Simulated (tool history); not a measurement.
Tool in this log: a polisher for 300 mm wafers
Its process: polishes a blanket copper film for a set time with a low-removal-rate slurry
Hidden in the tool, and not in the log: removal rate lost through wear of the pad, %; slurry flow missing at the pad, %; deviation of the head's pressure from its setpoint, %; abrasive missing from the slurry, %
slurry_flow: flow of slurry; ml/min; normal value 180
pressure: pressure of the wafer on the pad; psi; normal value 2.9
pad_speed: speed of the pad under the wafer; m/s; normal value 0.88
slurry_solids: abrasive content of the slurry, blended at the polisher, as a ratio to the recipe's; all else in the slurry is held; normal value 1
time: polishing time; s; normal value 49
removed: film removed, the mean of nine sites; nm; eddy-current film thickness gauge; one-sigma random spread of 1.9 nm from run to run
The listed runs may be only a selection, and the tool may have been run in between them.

run	hour	slurry_flow	pressure	pad_speed	slurry_solids	time	wafers since the last listed run	wafers polished on this pad	hours since the slurry nozzle was cleaned	hours since the head pressure was calibrated	hours since the slurry blender was calibrated	incoming thickness of the incoming film, nm	removed
1	0	180	2.9	0.88	1	49	0	2081	211.7	160.4	322.8	928.9	129.3
2	24	180	2.9	0.88	1	49	322	2403	235.7	184.4	346.8	941.5	130.5
3	74.7	180	2.9	0.88	1	49	680	3084	286.4	235.1	397.5	943.2	125.4
4	120	180	2.9	0.88	1	49	608	3693	331.7	280.4	442.8	945.1	124.7
# hour 130.2: slurry blender recalibrated
5	148.5	180	2.9	0.88	1	49	355	4049	360.2	308.9	18.3	926.1	129
6	191.9	180	2.9	0.72	1	49	582	4632	403.6	352.3	61.7	930.5	106.3
7	242	125	2.9	0.88	1	49	672	5305	453.7	402.4	111.8	943.7	117.4
# hour 256.9: slurry nozzle cleaned
8	269.7	140	2.5	1.14	1.1	49	358	5663	12.8	430.1	139.5	924.5	131.3
9	296.1	180	2.9	1.02	0.7	49	354	6018	39.2	456.5	165.9	940.8	126.8
# hour 335.2: worn pad replaced by a new one
10	336.5	200	3.5	0.76	1	49	488	17	79.6	496.9	206.3	940.6	138.1
11	366	180	2.9	0.88	1	34	396	413	109.1	526.4	235.8	924.3	87
12	431.9	180	2.9	0.88	1	49	885	1299	175	592.3	301.7	929.7	127.5
13	549.1	180	2.9	1.08	1.25	59	1574	2873	292.2	709.5	418.9	936.3	190.5
# hour 592.9: head pressure recalibrated
14	610.2	220	2.9	0.88	1	49	793	3667	353.3	17.3	480	932.9	128
# hour 616.3: slurry blender recalibrated
15	655.8	210	3.5	0.66	1	56	585	4252	398.9	62.9	39.5	925.7	134.5
# hour 664.3: slurry nozzle cleaned
16	703.8	180	2.9	1.02	1	56	631	4883	39.5	110.9	87.5	914	158.1
17	745.4	180	3.2	0.88	0.85	49	558	5442	81.1	152.5	129.1	916	128.9
# hour 751.7: worn pad replaced by a new one
18	769.4	135	3.5	0.88	1	33	268	238	105.1	176.5	153.1	931.1	102.4
19	838.3	180	3.3	1.14	1	49	925	1163	174	245.4	222	935	178.3
20	895.2	225	2.9	0.88	1.1	57	764	1927	230.9	302.3	278.9	947.3	155.2
21	949.6	180	2.9	1.02	1	59	730	2658	285.3	356.7	333.3	920.5	170.7
22	989.1	220	2.5	0.68	1	40	530	3189	324.8	396.2	372.8	913.1	74.7
23	1038.1	230	2.3	0.68	0.75	49	658	3847	373.8	445.2	421.8	915.4	79.7
# hour 1055.2: slurry nozzle cleaned
# hour 1089.7: slurry blender recalibrated
24	1090.2	230	2.9	0.88	1	49	659	4506	35	497.3	0.5	936.9	128.8
# hour 1136.6: worn pad replaced by a new one
25	1161.6	125	2.9	0.88	1	49	905	336	106.4	568.7	71.9	920.2	120.3
26	1224.3	180	2.9	0.74	1	49	842	1178	169.1	631.4	134.6	940.7	113
27	1251.7	180	2.9	0.88	1.1	49	368	1546	196.5	658.8	162	932.4	134.6
28	1298.5	180	2.9	0.88	1	49	628	2175	243.3	705.6	208.8	926.9	129.3
29	1357.6	180	2.9	0.68	1	49	793	2968	302.4	764.7	267.9	911.7	101.1

Give the tool's hidden conditions for every run:
slurry flow missing at the pad, %: 0, the same for each run
deviation of the head's pressure from its setpoint, %: 0, the same for each run
abrasive missing from the slurry, %: 0, the same for each run
H1: removal rate lost through wear of the pad, %
run	H1
1	1.21
2	1.46
3	2.12
4	2.85
5	3.38
6	4.27
7	5.46
8	6.19
9	6.92
10	0.645
11	0.675
12	0.943
13	2.1
14	3.05
15	3.92
16	4.97
17	6.01
18	0.893
19	1.12
20	1.54
21	2.13
22	2.68
23	3.5
24	4.54
25	0.815
26	1.04
27	1.22
28	1.63
29	2.35

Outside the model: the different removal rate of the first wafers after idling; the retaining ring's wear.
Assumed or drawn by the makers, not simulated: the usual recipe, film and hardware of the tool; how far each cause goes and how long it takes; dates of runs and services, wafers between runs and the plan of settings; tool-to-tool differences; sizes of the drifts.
